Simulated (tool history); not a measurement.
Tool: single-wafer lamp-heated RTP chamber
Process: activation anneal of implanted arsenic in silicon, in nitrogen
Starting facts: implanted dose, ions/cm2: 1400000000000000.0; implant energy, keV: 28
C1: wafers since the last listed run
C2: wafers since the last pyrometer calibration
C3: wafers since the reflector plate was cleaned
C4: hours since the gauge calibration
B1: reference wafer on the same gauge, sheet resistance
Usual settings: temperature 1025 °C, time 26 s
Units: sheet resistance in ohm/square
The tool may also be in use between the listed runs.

Run 1, hour 0: usual settings but temperature 1010 °C, time 37 s; C1 0; C2 3899; C3 5038; C4 413.8; B1 83.65. Result: sheet resistance 95.97 ohm/square.
Run 2, hour 48.3: usual settings; C1 327; C2 4227; C3 5366; C4 462.1; B1 83.57. Result: sheet resistance 94.2 ohm/square.
Run 3, hour 81.6: usual settings; C1 226; C2 4453; C3 5592; C4 495.4; B1 83.55. Result: sheet resistance 95.1 ohm/square.
Run 4, hour 137.2: usual settings; C1 377; C2 4830; C3 5969; C4 551; B1 83.58. Result: sheet resistance 94.25 ohm/square.
At hour 180.9: pyrometer window cleaned and pyrometer calibrated.
Run 5, hour 202.9: usual settings; C1 391; C2 149; C3 6361; C4 616.7; B1 83.47. Result: sheet resistance 98.03 ohm/square.
Run 6, hour 250.2: usual settings; C1 321; C2 470; C3 6682; C4 664; B1 83.59. Result: sheet resistance 97.34 ohm/square.
Run 7, hour 311.6: usual settings; C1 416; C2 887; C3 7099; C4 725.4; B1 83.56. Result: sheet resistance 97.1 ohm/square.
Run 8, hour 342: usual settings; C1 206; C2 1093; C3 7305; C4 755.8; B1 83.66. Result: sheet resistance 96.81 ohm/square.
Run 9, hour 399.9: usual settings but temperature 1004 °C, time 31 s; C1 393; C2 1486; C3 7698; C4 813.7; B1 83.52. Result: sheet resistance 101.06 ohm/square.
Run 10, hour 446.8: usual settings; C1 318; C2 1804; C3 8017; C4 860.6; B1 83.65. Result: sheet resistance 96.54 ohm/square.
Run 11, hour 487.9: usual settings; C1 279; C2 2083; C3 8296; C4 901.7; B1 83.57. Result: sheet resistance 95.6 ohm/square.
Run 12, hour 540.7: usual settings; C1 358; C2 2442; C3 8654; C4 954.5; B1 83.51. Result: sheet resistance 96.23 ohm/square.
Run 13, hour 576.8: usual settings; C1 245; C2 2687; C3 8899; C4 990.6; B1 83.55. Result: sheet resistance 95.87 ohm/square.
Run 14, hour 618.9: usual settings; C1 285; C2 2973; C3 9185; C4 1032.7; B1 83.56. Result: sheet resistance 96.28 ohm/square.
Run 15, hour 661.8: usual settings; C1 291; C2 3264; C3 9476; C4 1075.6; B1 83.49. Result: sheet resistance 96.14 ohm/square.
Run 16, hour 697.4: usual settings; C1 241; C2 3506; C3 9718; C4 1111.2; B1 83.7. Result: sheet resistance 96.25 ohm/square.
Run 17, hour 764.4: usual settings but time 36 s; C1 454; C2 3961; C3 10173; C4 1178.2; B1 83.76. Result: sheet resistance 92.99 ohm/square.
Run 18, hour 790.2: usual settings; C1 175; C2 4136; C3 10348; C4 1204; B1 83.63. Result: sheet resistance 96.24 ohm/square.
At hour 841.3: pyrometer window cleaned and pyrometer calibrated.
Run 19, hour 881.8: usual settings but temperature 1004 °C, time 31 s; C1 567; C2 274; C3 10916; C4 1295.6; B1 83.59. Result: sheet resistance 101.65 ohm/square.
Run 20, hour 927.5: usual settings but temperature 1011 °C, time 15 s; C1 310; C2 585; C3 11226; C4 1341.3; B1 83.57. Result: sheet resistance 105.05 ohm/square.
Run 21, hour 988: usual settings; C1 410; C2 995; C3 11637; C4 1401.8; B1 83.49. Result: sheet resistance 96.16 ohm/square.
Run 22, hour 1019.9: usual settings but temperature 1015 °C, time 36 s; C1 216; C2 1212; C3 11853; C4 1433.7; B1 83.66. Result: sheet resistance 96.46 ohm/square.
Run 23, hour 1065.7: usual settings but temperature 1014 °C, time 19 s; C1 310; C2 1523; C3 12164; C4 1479.5; B1 83.71. Result: sheet resistance 101.28 ohm/square.
At hour 1102.5: gauge calibrated.
Run 24, hour 1113.7: usual settings but temperature 1013 °C, time 36 s; C1 325; C2 1849; C3 12490; C4 11.2; B1 83.64. Result: sheet resistance 95.91 ohm/square.
Run 25, hour 1150.6: usual settings but temperature 1001 °C, time 11 s; C1 250; C2 2099; C3 12741; C4 48.1; B1 83.61. Result: sheet resistance 107.93 ohm/square.
At hour 1160.3: reflector plate cleaned.
Run 26, hour 1217.1: usual settings but temperature 1011 °C, time 15 s; C1 397; C2 2496; C3 385; C4 114.6; B1 83.63. Result: sheet resistance 103.68 ohm/square.
Run 27, hour 1242.7: usual settings but temperature 1011 °C, time 38 s; C1 173; C2 2670; C3 559; C4 140.2; B1 83.45. Result: sheet resistance 95.9 ohm/square.
Run 28, hour 1282.9: usual settings; C1 272; C2 2943; C3 832; C4 180.4; B1 83.56. Result: sheet resistance 95.79 ohm/square.
Run 29, hour 1334.4: usual settings; C1 349; C2 3293; C3 1181; C4 231.9; B1 83.6. Result: sheet resistance 96.28 ohm/square.
Run 30, hour 1516.7: usual settings but temperature 1033 °C, time 38 s; C1 1237; C2 4530; C3 2419; C4 414.2; B1 83.61. Result: sheet resistance 90.92 ohm/square.
Run 31, hour 1549.7: usual settings but time 16 s; C1 224; C2 4754; C3 2643; C4 447.2; B1 83.57. Result: sheet resistance 99.38 ohm/square.
Run 32, hour 1593.5: usual settings but temperature 1039 °C, time 34 s; C1 297; C2 5052; C3 2940; C4 491; B1 83.64. Result: sheet resistance 89.91 ohm/square.
At hour 1654.4: pyrometer window cleaned and pyrometer calibrated.
Run 33, hour 1662.1: usual settings but temperature 995 °C; C1 411; C2 52; C3 3352; C4 559.6; B1 83.59. Result: sheet resistance 105.57 ohm/square.
Run 34, hour 1696.5: usual settings; C1 233; C2 285; C3 3585; C4 594; B1 83.61. Result: sheet resistance 98.37 ohm/square.
Run 35, hour 1825.9: usual settings but temperature 1014 °C, time 19 s; C1 878; C2 1164; C3 4464; C4 723.4; B1 83.74. Result: sheet resistance 101.8 ohm/square.
Run 36, hour 1889: usual settings but temperature 1041 °C, time 11 s; C1 428; C2 1592; C3 4892; C4 786.5; B1 83.62. Result: sheet resistance 100.66 ohm/square.
Run 37, hour 1933.3: usual settings but temperature 1001 °C, time 41 s; C1 300; C2 1893; C3 5193; C4 830.8; B1 83.77. Result: sheet resistance 98.28 ohm/square.

For each entry between runs, how does the tool's hidden state at the last listed run before it compare with that at the first listed run after it?
Runs 4 to 5: pyrometer window cleaned and pyrometer calibrated (hour 180.9)
  true wafer temperature minus pyrometer reading, K: 15.6 -> 1.57
  what was measured, less what the result would be without the hidden state, sheet resistance: -3.34 -> -0.34 ohm/square
Runs 18 to 19: pyrometer window cleaned and pyrometer calibrated (hour 841.3)
  true wafer temperature minus pyrometer reading, K: 12 -> 1.99
  what was measured, less what the result would be without the hidden state, sheet resistance: -2.6 -> -0.46 ohm/square
Runs 23 to 24: gauge calibrated (hour 1102.5)
  true wafer temperature minus pyrometer reading, K: 7.51 -> 8.41
  what was measured, less what the result would be without the hidden state, sheet resistance: -1.51 -> -1.92 ohm/square
Runs 25 to 26: reflector plate cleaned (hour 1160.3)
  true wafer temperature minus pyrometer reading, K: 8.99 -> 9.85
  what was measured, less what the result would be without the hidden state, sheet resistance: -1.97 -> -1.93 ohm/square
Runs 32 to 33: pyrometer window cleaned and pyrometer calibrated (hour 1654.4)
  true wafer temperature minus pyrometer reading, K: 12.1 -> 0.77
  what was measured, less what the result would be without the hidden state, sheet resistance: -2.58 -> -0.18 ohm/square

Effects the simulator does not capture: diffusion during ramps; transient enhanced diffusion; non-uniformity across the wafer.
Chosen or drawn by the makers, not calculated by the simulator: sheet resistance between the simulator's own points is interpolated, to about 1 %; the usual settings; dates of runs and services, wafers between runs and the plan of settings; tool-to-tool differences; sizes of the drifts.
